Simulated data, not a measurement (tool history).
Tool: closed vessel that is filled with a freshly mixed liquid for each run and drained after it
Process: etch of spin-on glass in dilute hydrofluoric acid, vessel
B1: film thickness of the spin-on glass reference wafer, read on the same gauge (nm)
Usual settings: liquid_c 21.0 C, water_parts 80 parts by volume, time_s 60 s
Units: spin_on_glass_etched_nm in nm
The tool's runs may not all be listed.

{"run": 1, "hour": 0.0, "liquid_c": 21.0, "water_parts": 80, "time_s": 60, "B1": 109.95, "spin_on_glass_etched_nm": 27.58}
{"hour": 85.1, "done": "hydrofluoric acid flow meter replaced"}
{"run": 2, "hour": 102.4, "liquid_c": 21.0, "water_parts": 80, "time_s": 60, "B1": 110.0, "spin_on_glass_etched_nm": 30.38}
{"hour": 164.5, "done": "thermometer replaced"}
{"run": 3, "hour": 182.1, "liquid_c": 21.0, "water_parts": 80, "time_s": 60, "B1": 109.99, "spin_on_glass_etched_nm": 29.68}
{"run": 4, "hour": 237.0, "liquid_c": 21.0, "water_parts": 80, "time_s": 60, "B1": 109.95, "spin_on_glass_etched_nm": 30.29}
{"run": 5, "hour": 342.8, "liquid_c": 21.0, "water_parts": 80, "time_s": 60, "B1": 109.98, "spin_on_glass_etched_nm": 30.02}
{"run": 6, "hour": 389.2, "liquid_c": 21.0, "water_parts": 80, "time_s": 50, "B1": 110.01, "spin_on_glass_etched_nm": 24.45}
{"run": 7, "hour": 481.1, "liquid_c": 21.0, "water_parts": 80, "time_s": 50, "B1": 110.04, "spin_on_glass_etched_nm": 24.68}
{"run": 8, "hour": 588.9, "liquid_c": 21.0, "water_parts": 80, "time_s": 60, "B1": 110.02, "spin_on_glass_etched_nm": 29.47}
{"run": 9, "hour": 666.6, "liquid_c": 23.0, "water_parts": 80, "time_s": 60, "B1": 110.01, "spin_on_glass_etched_nm": 31.45}
{"hour": 669.2, "done": "gauge calibrated"}
{"run": 10, "hour": 742.0, "liquid_c": 19.0, "water_parts": 55, "time_s": 80, "B1": 109.99, "spin_on_glass_etched_nm": 53.26}
{"run": 11, "hour": 803.5, "liquid_c": 21.0, "water_parts": 80, "time_s": 30, "B1": 109.98, "spin_on_glass_etched_nm": 14.59}
{"hour": 1016.8, "done": "thermometer replaced"}
{"run": 12, "hour": 1115.4, "liquid_c": 21.0, "water_parts": 80, "time_s": 60, "B1": 110.0, "spin_on_glass_etched_nm": 28.27}
{"run": 13, "hour": 1204.1, "liquid_c": 26.0, "water_parts": 110, "time_s": 75, "B1": 110.01, "spin_on_glass_etched_nm": 29.92}
{"run": 14, "hour": 1297.5, "liquid_c": 21.0, "water_parts": 80, "time_s": 60, "B1": 109.99, "spin_on_glass_etched_nm": 27.82}
{"run": 15, "hour": 1391.6, "liquid_c": 21.0, "water_parts": 100, "time_s": 95, "B1": 110.01, "spin_on_glass_etched_nm": 33.97}
{"run": 16, "hour": 1429.1, "liquid_c": 17.5, "water_parts": 40, "time_s": 60, "B1": 110.01, "spin_on_glass_etched_nm": 50.28}
{"run": 17, "hour": 1529.9, "liquid_c": 25.5, "water_parts": 45, "time_s": 60, "B1": 109.99, "spin_on_glass_etched_nm": 60.9}
{"run": 18, "hour": 1587.5, "liquid_c": 21.0, "water_parts": 80, "time_s": 60, "B1": 109.99, "spin_on_glass_etched_nm": 27.23}
{"run": 19, "hour": 1638.2, "liquid_c": 21.0, "water_parts": 80, "time_s": 60, "B1": 109.99, "spin_on_glass_etched_nm": 27.24}
{"hour": 1680.1, "done": "thermometer replaced"}
{"run": 20, "hour": 1707.2, "liquid_c": 21.0, "water_parts": 70, "time_s": 60, "B1": 110.02, "spin_on_glass_etched_nm": 31.59}
{"run": 21, "hour": 1770.7, "liquid_c": 21.0, "water_parts": 100, "time_s": 40, "B1": 109.97, "spin_on_glass_etched_nm": 13.95}
{"run": 22, "hour": 1874.2, "liquid_c": 21.0, "water_parts": 80, "time_s": 60, "B1": 109.99, "spin_on_glass_etched_nm": 26.7}
{"run": 23, "hour": 1974.1, "liquid_c": 18.0, "water_parts": 80, "time_s": 80, "B1": 109.96, "spin_on_glass_etched_nm": 31.33}
{"run": 24, "hour": 2023.3, "liquid_c": 18.5, "water_parts": 95, "time_s": 60, "B1": 110.03, "spin_on_glass_etched_nm": 20.1}
{"run": 25, "hour": 2108.3, "liquid_c": 25.5, "water_parts": 100, "time_s": 35, "B1": 110.01, "spin_on_glass_etched_nm": 14.2}
{"run": 26, "hour": 2156.2, "liquid_c": 18.5, "water_parts": 95, "time_s": 75, "B1": 110.02, "spin_on_glass_etched_nm": 24.35}
{"run": 27, "hour": 2211.5, "liquid_c": 18.0, "water_parts": 50, "time_s": 70, "B1": 110.01, "spin_on_glass_etched_nm": 45.01}
{"run": 28, "hour": 2304.5, "liquid_c": 24.5, "water_parts": 80, "time_s": 90, "B1": 110.03, "spin_on_glass_etched_nm": 44.66}
{"hour": 2314.1, "done": "hydrofluoric acid flow meter replaced"}
{"run": 29, "hour": 2350.3, "liquid_c": 21.0, "water_parts": 80, "time_s": 60, "B1": 110.0, "spin_on_glass_etched_nm": 30.86}
{"run": 30, "hour": 2439.3, "liquid_c": 26.0, "water_parts": 120, "time_s": 85, "B1": 110.01, "spin_on_glass_etched_nm": 33.3}
{"hour": 2469.9, "done": "thermometer replaced"}
{"run": 31, "hour": 2531.7, "liquid_c": 21.0, "water_parts": 80, "time_s": 60, "B1": 110.0, "spin_on_glass_etched_nm": 30.08}
{"run": 32, "hour": 2568.5, "liquid_c": 24.0, "water_parts": 80, "time_s": 30, "B1": 110.0, "spin_on_glass_etched_nm": 17.46}
{"run": 33, "hour": 2626.2, "liquid_c": 18.0, "water_parts": 105, "time_s": 60, "B1": 110.01, "spin_on_glass_etched_nm": 19.86}

Measured less the same run without the tool's hidden state. The same run-to-run variation is in both; the gauge's scatter may not be:
The hidden state here: liquid colder than its thermometer reads (K); hydrofluoric acid flow below the setpoint (%); gauge reads high (%).
run=1 spin_on_glass_etched_nm=-3.59
run=2 spin_on_glass_etched_nm=-0.95
run=3 spin_on_glass_etched_nm=-1.08
run=4 spin_on_glass_etched_nm=-1.22
run=5 spin_on_glass_etched_nm=-1.41
run=6 spin_on_glass_etched_nm=-1.23
run=7 spin_on_glass_etched_nm=-1.40
run=8 spin_on_glass_etched_nm=-1.89
run=9 spin_on_glass_etched_nm=-2.20
run=10 spin_on_glass_etched_nm=-3.87
run=11 spin_on_glass_etched_nm=-1.15
run=12 spin_on_glass_etched_nm=-2.88
run=13 spin_on_glass_etched_nm=-3.40
run=14 spin_on_glass_etched_nm=-3.23
run=15 spin_on_glass_etched_nm=-4.27
run=16 spin_on_glass_etched_nm=-6.03
run=17 spin_on_glass_etched_nm=-7.91
run=18 spin_on_glass_etched_nm=-3.78
run=19 spin_on_glass_etched_nm=-3.88
run=20 spin_on_glass_etched_nm=-4.63
run=21 spin_on_glass_etched_nm=-2.19
run=22 spin_on_glass_etched_nm=-4.33
run=23 spin_on_glass_etched_nm=-5.29
run=24 spin_on_glass_etched_nm=-3.54
run=25 spin_on_glass_etched_nm=-2.66
run=26 spin_on_glass_etched_nm=-4.57
run=27 spin_on_glass_etched_nm=-8.25
run=28 spin_on_glass_etched_nm=-8.95
run=29 spin_on_glass_etched_nm=-0.39
run=30 spin_on_glass_etched_nm=-0.65
run=31 spin_on_glass_etched_nm=-0.73
run=32 spin_on_glass_etched_nm=-0.47
run=33 spin_on_glass_etched_nm=-0.62
